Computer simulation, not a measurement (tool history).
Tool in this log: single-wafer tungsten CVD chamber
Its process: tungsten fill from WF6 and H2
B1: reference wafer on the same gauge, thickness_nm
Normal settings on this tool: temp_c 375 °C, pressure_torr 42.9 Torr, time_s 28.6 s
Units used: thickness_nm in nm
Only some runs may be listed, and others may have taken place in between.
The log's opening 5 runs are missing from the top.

{"run": 6, "hour": 54.1, "temp_c": 375, "pressure_torr": 42.9, "time_s": 26.7, "B1": 60.24, "thickness_nm": 50.923}
{"run": 7, "hour": 65.4, "temp_c": 375, "pressure_torr": 42.9, "time_s": 28.6, "B1": 60.325, "thickness_nm": 54.682}
{"run": 8, "hour": 78.6, "temp_c": 375, "pressure_torr": 42.9, "time_s": 28.6, "B1": 60.3, "thickness_nm": 54.579}
{"run": 9, "hour": 87.3, "temp_c": 375, "pressure_torr": 42.9, "time_s": 28.6, "B1": 60.334, "thickness_nm": 54.343}
{"run": 10, "hour": 94.4, "temp_c": 375, "pressure_torr": 42.9, "time_s": 28.6, "B1": 60.337, "thickness_nm": 54.533}
{"run": 11, "hour": 109.8, "temp_c": 375, "pressure_torr": 42.9, "time_s": 28.6, "B1": 60.247, "thickness_nm": 54.703}
{"run": 12, "hour": 126.6, "temp_c": 375, "pressure_torr": 42.9, "time_s": 28.6, "B1": 60.35, "thickness_nm": 54.196}
{"hour": 134.6, "done": "gauge calibrated"}
{"run": 13, "hour": 138.8, "temp_c": 375, "pressure_torr": 42.9, "time_s": 28.6, "B1": 60.307, "thickness_nm": 54.402}
{"run": 14, "hour": 148.5, "temp_c": 375, "pressure_torr": 42.9, "time_s": 28.6, "B1": 60.297, "thickness_nm": 54.363}
{"run": 15, "hour": 165.3, "temp_c": 375, "pressure_torr": 42.9, "time_s": 28.6, "B1": 60.276, "thickness_nm": 54.142}
{"run": 16, "hour": 175.5, "temp_c": 379, "pressure_torr": 50.5, "time_s": 25.1, "B1": 60.321, "thickness_nm": 55.123}
{"run": 17, "hour": 184.2, "temp_c": 389, "pressure_torr": 38.8, "time_s": 24.2, "B1": 60.34, "thickness_nm": 61.395}
{"run": 18, "hour": 196.3, "temp_c": 380, "pressure_torr": 37.8, "time_s": 26.3, "B1": 60.319, "thickness_nm": 53.995}
{"run": 19, "hour": 210.7, "temp_c": 375, "pressure_torr": 42.9, "time_s": 28.6, "B1": 60.284, "thickness_nm": 53.998}
{"hour": 226.0, "done": "capacitance manometer re-zeroed and calibrated"}
{"hour": 233.6, "done": "showerhead replaced"}
{"run": 20, "hour": 234.1, "temp_c": 375, "pressure_torr": 42.9, "time_s": 28.6, "B1": 60.356, "thickness_nm": 54.17}
{"run": 21, "hour": 238.8, "temp_c": 384, "pressure_torr": 42.9, "time_s": 31.8, "B1": 60.285, "thickness_nm": 74.242}
{"hour": 251.8, "done": "thermocouple changed; heater temperature recalibrated"}
{"run": 22, "hour": 256.6, "temp_c": 375, "pressure_torr": 52.6, "time_s": 32.4, "B1": 60.36, "thickness_nm": 72.93}
{"run": 23, "hour": 265.0, "temp_c": 375, "pressure_torr": 42.9, "time_s": 28.6, "B1": 60.292, "thickness_nm": 60.358}
{"run": 24, "hour": 281.1, "temp_c": 375, "pressure_torr": 36.8, "time_s": 32.8, "B1": 60.271, "thickness_nm": 65.71}
{"run": 25, "hour": 296.0, "temp_c": 381, "pressure_torr": 42.9, "time_s": 26.2, "B1": 60.337, "thickness_nm": 63.169}
{"run": 26, "hour": 310.5, "temp_c": 387, "pressure_torr": 42.9, "time_s": 27.1, "B1": 60.317, "thickness_nm": 74.898}
{"run": 27, "hour": 322.9, "temp_c": 375, "pressure_torr": 42.9, "time_s": 28.6, "B1": 60.341, "thickness_nm": 59.928}
{"run": 28, "hour": 330.0, "temp_c": 375, "pressure_torr": 42.9, "time_s": 28.6, "B1": 60.364, "thickness_nm": 59.919}
{"run": 29, "hour": 338.9, "temp_c": 375, "pressure_torr": 42.9, "time_s": 28.6, "B1": 60.315, "thickness_nm": 59.822}
{"run": 30, "hour": 351.9, "temp_c": 360, "pressure_torr": 39.2, "time_s": 25.6, "B1": 60.263, "thickness_nm": 36.024}

5 ways to go on from here, each from the tool as it stands after run 30. What would each give?
{"run": "A", "hour": 352.3, "temp_c": 370, "pressure_torr": 42.9, "time_s": 28.6, "B1": "?", "thickness_nm": "?"}
{"run": "B", "hour": 352.3, "temp_c": 383, "pressure_torr": 51.1, "time_s": 26.8, "B1": "?", "thickness_nm": "?"}
{"run": "C", "hour": 352.3, "temp_c": 383, "pressure_torr": 42.9, "time_s": 24.5, "B1": "?", "thickness_nm": "?"}
{"run": "D", "hour": 352.3, "temp_c": 370, "pressure_torr": 33.3, "time_s": 32.5, "B1": "?", "thickness_nm": "?"}
{"run": "E", "hour": 352.3, "temp_c": 375, "pressure_torr": 52.6, "time_s": 32.9, "B1": "?", "thickness_nm": "?"}

run=A B1=60.273 thickness_nm=53.119
run=B B1=60.273 thickness_nm=71.397
run=C B1=60.273 thickness_nm=61.702
run=D B1=60.273 thickness_nm=55.928
run=E B1=60.273 thickness_nm=73.558
Without the tool's unlogged condition, the same runs would have read:
run=A thickness_nm=53.517
run=B thickness_nm=71.895
run=C thickness_nm=62.132
run=D thickness_nm=56.347
run=E thickness_nm=74.092
